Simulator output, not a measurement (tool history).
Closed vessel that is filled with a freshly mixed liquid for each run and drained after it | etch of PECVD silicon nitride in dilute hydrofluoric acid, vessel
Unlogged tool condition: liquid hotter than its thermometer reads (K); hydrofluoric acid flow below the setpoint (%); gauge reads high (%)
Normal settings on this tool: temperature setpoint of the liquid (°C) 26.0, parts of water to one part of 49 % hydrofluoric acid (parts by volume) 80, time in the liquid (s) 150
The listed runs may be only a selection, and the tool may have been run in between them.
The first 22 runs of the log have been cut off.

| run | hour | temperature setpoint of the liquid (°C) | parts of water to one part of 49 % hydrofluoric acid (parts by volume) | time in the liquid (s) | wafers since the last listed run | hours since the thermometer was replaced | hours since the hydrofluoric acid flow meter was replaced | hours since the gauge calibration | read-back film thickness of the PECVD silicon nitride reference wafer, read on the same gauge (nm) | thickness taken off the PECVD silicon nitride on a monitor wafer (Å) |
|---|---|---|---|---|---|---|---|---|---|---|
| 23 | 1899.2 | 26.0 | 80 | 150 | 5164 | 363.1 | 934.2 | 602.1 | 49.48 | 120.0 |
| 24 | 1992.2 | 26.0 | 80 | 150 | 8928 | 456.1 | 1027.2 | 695.1 | 49.41 | 119.1 |
| 25 | 2081.1 | 24.5 | 45 | 240 | 8534 | 545.0 | 1116.1 | 784.0 | 49.35 | 304.6 |
| 26 | 2157.5 | 27.5 | 105 | 70 | 7334 | 621.4 | 1192.5 | 860.4 | 49.32 | 46.6 |
| 27 | 2221.5 | 26.0 | 65 | 70 | 6144 | 685.4 | 1256.5 | 924.4 | 49.29 | 67.8 |
| 28 | 2287.2 | 26.0 | 80 | 150 | 6307 | 751.1 | 1322.2 | 990.1 | 49.26 | 118.7 |
| 29 | 2342.8 | 31.0 | 45 | 230 | 5337 | 806.7 | 1377.8 | 1045.7 | 49.22 | 446.7 |
| 30 | 2400.0 | 26.0 | 80 | 75 | 5491 | 863.9 | 1435.0 | 1102.9 | 49.19 | 58.9 |
| 31 | 2472.1 | 26.0 | 110 | 150 | 6921 | 936.0 | 1507.1 | 1175.0 | 49.16 | 86.3 |

5 ways to go on from here, each from the tool as it stands after run 31. What would each give?
| A | 2472.8 | 26.0 | 80 | 150 | 67 | 936.7 | 1507.8 | 1175.7 | ? | ? |
| B | 2472.8 | 31.0 | 80 | 150 | 67 | 936.7 | 1507.8 | 1175.7 | ? | ? |
| C | 2472.8 | 26.0 | 80 | 230 | 67 | 936.7 | 1507.8 | 1175.7 | ? | ? |
| D | 2472.8 | 24.5 | 95 | 200 | 67 | 936.7 | 1507.8 | 1175.7 | ? | ? |
| E | 2472.8 | 23.0 | 80 | 215 | 67 | 936.7 | 1507.8 | 1175.7 | ? | ? |

| run | read-back film thickness of the PECVD silicon nitride reference wafer, read on the same gauge (nm) | thickness taken off the PECVD silicon nitride on a monitor wafer (Å) |
|---|---|---|
| A | 49.14 | 118.3 |
| B | 49.14 | 163.1 |
| C | 49.14 | 181.4 |
| D | 49.14 | 120.6 |
| E | 49.14 | 139.0 |
What these runs would have given with no unlogged condition in the tool:
| run | thickness taken off the PECVD silicon nitride on a monitor wafer (Å) |
|---|---|
| A | 120.3 |
| B | 165.8 |
| C | 184.5 |
| D | 122.6 |
| E | 141.4 |
